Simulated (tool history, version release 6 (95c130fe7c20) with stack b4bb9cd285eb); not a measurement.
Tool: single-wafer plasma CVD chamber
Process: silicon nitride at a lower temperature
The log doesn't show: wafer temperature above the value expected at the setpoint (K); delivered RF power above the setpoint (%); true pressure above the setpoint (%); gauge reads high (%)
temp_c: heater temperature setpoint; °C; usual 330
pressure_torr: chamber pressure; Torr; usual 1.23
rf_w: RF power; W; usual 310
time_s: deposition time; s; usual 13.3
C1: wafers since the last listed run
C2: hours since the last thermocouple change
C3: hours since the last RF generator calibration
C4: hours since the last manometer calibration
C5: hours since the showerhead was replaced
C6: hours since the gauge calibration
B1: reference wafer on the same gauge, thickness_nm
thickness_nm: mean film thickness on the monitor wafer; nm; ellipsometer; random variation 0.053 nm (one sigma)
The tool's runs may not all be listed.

Run 1, day 0: usual settings; C1 0; C2 749.8; C3 1980.5; C4 1396.4; C5 5702.3; C6 694.9; B1 14.182. Result: thickness_nm 13.591 nm.
Run 2, day 3: usual settings; C1 3207; C2 821.8; C3 2052.5; C4 1468.4; C5 5774.3; C6 766.9; B1 14.197. Result: thickness_nm 13.582 nm.
Run 3, day 5.125: usual settings; C1 2271; C2 872.8; C3 2103.5; C4 1519.4; C5 5825.3; C6 817.9; B1 14.207. Result: thickness_nm 13.536 nm.
Run 4, day 6.279: usual settings; C1 1233; C2 900.5; C3 2131.2; C4 1547.1; C5 5853; C6 845.6; B1 14.204. Result: thickness_nm 13.534 nm.
Run 5, day 7.842: usual settings; C1 1670; C2 938; C3 2168.7; C4 1584.6; C5 5890.5; C6 883.1; B1 14.192. Result: thickness_nm 13.577 nm.
Run 6, day 8.85: usual settings but pressure_torr 1.32 Torr, time_s 12.7 s; C1 1078; C2 962.2; C3 2192.9; C4 1608.8; C5 5914.7; C6 907.3; B1 14.2. Result: thickness_nm 13.13 nm.
Run 7, day 10.175: usual settings but pressure_torr 1.32 Torr, time_s 12.7 s; C1 1416; C2 994; C3 2224.7; C4 1640.6; C5 5946.5; C6 939.1; B1 14.211. Result: thickness_nm 13.09 nm.
At day 14.604: RF generator calibrated.
At day 14.912: gauge calibrated.
At day 16.854: thermocouple changed; heater temperature recalibrated.
At day 17.888: capacitance manometer re-zeroed and calibrated.
Run 8, day 18.733: usual settings but pressure_torr 1.32 Torr, time_s 12.7 s; C1 8081; C2 45.1; C3 99.1; C4 20.3; C5 6151.9; C6 91.7; B1 14.189. Result: thickness_nm 14.052 nm.
Run 9, day 20.454: usual settings; C1 1839; C2 86.4; C3 140.4; C4 61.6; C5 6193.2; C6 133; B1 14.192. Result: thickness_nm 14.353 nm.
Run 10, day 22.296: usual settings but temp_c 324 °C, pressure_torr 0.98 Torr; C1 1969; C2 130.6; C3 184.6; C4 105.8; C5 6237.4; C6 177.2; B1 14.183. Result: thickness_nm 13.697 nm.
Run 11, day 24.6: usual settings but pressure_torr 1.09 Torr, rf_w 330 W, time_s 11.3 s; C1 2463; C2 185.9; C3 239.9; C4 161.1; C5 6292.7; C6 232.5; B1 14.21. Result: thickness_nm 12.431 nm.
At day 29.712: showerhead replaced.
Run 12, day 32.538: usual settings but temp_c 318 °C; C1 8130; C2 376.4; C3 430.4; C4 351.6; C5 67.8; C6 423; B1 14.198. Result: thickness_nm 14.216 nm.
Run 13, day 35.196: usual settings; C1 2842; C2 440.2; C3 494.2; C4 415.4; C5 131.6; C6 486.8; B1 14.192. Result: thickness_nm 14.119 nm.
Run 14, day 36.754: usual settings but temp_c 322 °C, rf_w 280 W, time_s 11.9 s; C1 1666; C2 477.6; C3 531.6; C4 452.8; C5 169; C6 524.2; B1 14.21. Result: thickness_nm 11.524 nm.
Run 15, day 40.083: usual settings but rf_w 270 W, time_s 11.8 s; C1 3559; C2 557.5; C3 611.5; C4 532.7; C5 248.9; C6 604.1; B1 14.197. Result: thickness_nm 11.073 nm.
Run 16, day 42.183: usual settings but temp_c 338 °C, rf_w 265 W; C1 2245; C2 607.9; C3 661.9; C4 583.1; C5 299.3; C6 654.5; B1 14.217. Result: thickness_nm 12.249 nm.
Run 17, day 43.571: usual settings but temp_c 321 °C, pressure_torr 1.14 Torr; C1 1483; C2 641.2; C3 695.2; C4 616.4; C5 332.6; C6 687.8; B1 14.214. Result: thickness_nm 13.758 nm.
Run 18, day 45.088: usual settings but pressure_torr 1.07 Torr, rf_w 355 W; C1 1621; C2 677.6; C3 731.6; C4 652.8; C5 369; C6 724.2; B1 14.199. Result: thickness_nm 14.975 nm.

Forecast each of these 3 alternatives for the next run:
Run A, day 45.104: usual settings but time_s 11 s; C1 17; C2 678; C3 732; C4 653.2; C5 369.4; C6 724.6; B1 ?. Result: thickness_nm ?.
Run B, day 45.104: usual settings but temp_c 324 °C; C1 17; C2 678; C3 732; C4 653.2; C5 369.4; C6 724.6; B1 ?. Result: thickness_nm ?.
Run C, day 45.104: usual settings but pressure_torr 1.01 Torr, time_s 12 s; C1 17; C2 678; C3 732; C4 653.2; C5 369.4; C6 724.6; B1 ?. Result: thickness_nm ?.

run      B1  thickness_nm
  A  14.195        11.503
  B  14.195        13.936
  C  14.195        11.997
Without the tool's hidden state the same runs would have given:
run  thickness_nm
  A        12.074
  B        14.629
  C        12.593

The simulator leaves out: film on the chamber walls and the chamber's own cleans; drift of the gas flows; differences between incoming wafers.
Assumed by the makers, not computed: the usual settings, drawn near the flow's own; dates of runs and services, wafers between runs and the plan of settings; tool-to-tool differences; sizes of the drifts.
